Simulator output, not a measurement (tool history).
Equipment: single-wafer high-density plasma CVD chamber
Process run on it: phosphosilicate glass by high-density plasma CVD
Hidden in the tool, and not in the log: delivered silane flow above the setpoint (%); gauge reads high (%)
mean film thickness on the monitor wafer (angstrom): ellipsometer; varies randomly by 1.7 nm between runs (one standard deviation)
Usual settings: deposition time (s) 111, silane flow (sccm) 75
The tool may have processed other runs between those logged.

run,hour,deposition time (s),silane flow (sccm),wafers since the last listed run,hours since the silane flow controller was replaced,hours since the gauge calibration,"read-back reference wafer on the same gauge, thickness_nm",mean film thickness on the monitor wafer (angstrom)
1,0.0,111,81,0,1586.3,46.2,793.226,8920.47
2,9.3,111,84,120,1595.6,55.5,792.730,9259.40
3,18.6,111,75,120,1604.9,64.8,792.925,8261.76
4,28.9,111,75,133,1615.2,75.1,793.041,8248.46
5,41.6,111,75,164,1627.9,87.8,793.250,8261.91
6,79.9,111,75,496,1666.2,126.1,792.888,8242.52
7,89.7,111,75,127,1676.0,135.9,792.893,8228.82
8,98.1,111,75,108,1684.4,144.3,793.224,8259.10
9,112.9,111,75,192,1699.2,159.1,793.168,8262.91
10,130.2,111,75,224,1716.5,176.4,793.078,8241.18
11,146.5,111,75,211,1732.8,192.7,792.793,8236.66
12,152.6,111,75,79,1738.9,198.8,793.051,8261.23
13,171.5,111,75,245,1757.8,217.7,793.269,8263.87

Forecast run 14:
# hour 186.3: silane flow controller replaced
14,188.0,92,70,110,1.7,234.2,?,?

read-back reference wafer on the same gauge, thickness_nm: 792.866
mean film thickness on the monitor wafer (angstrom): 6753.02
The same run, on a tool lacking any hidden state, would have yielded mean film thickness on the monitor wafer (angstrom) 6793.27.
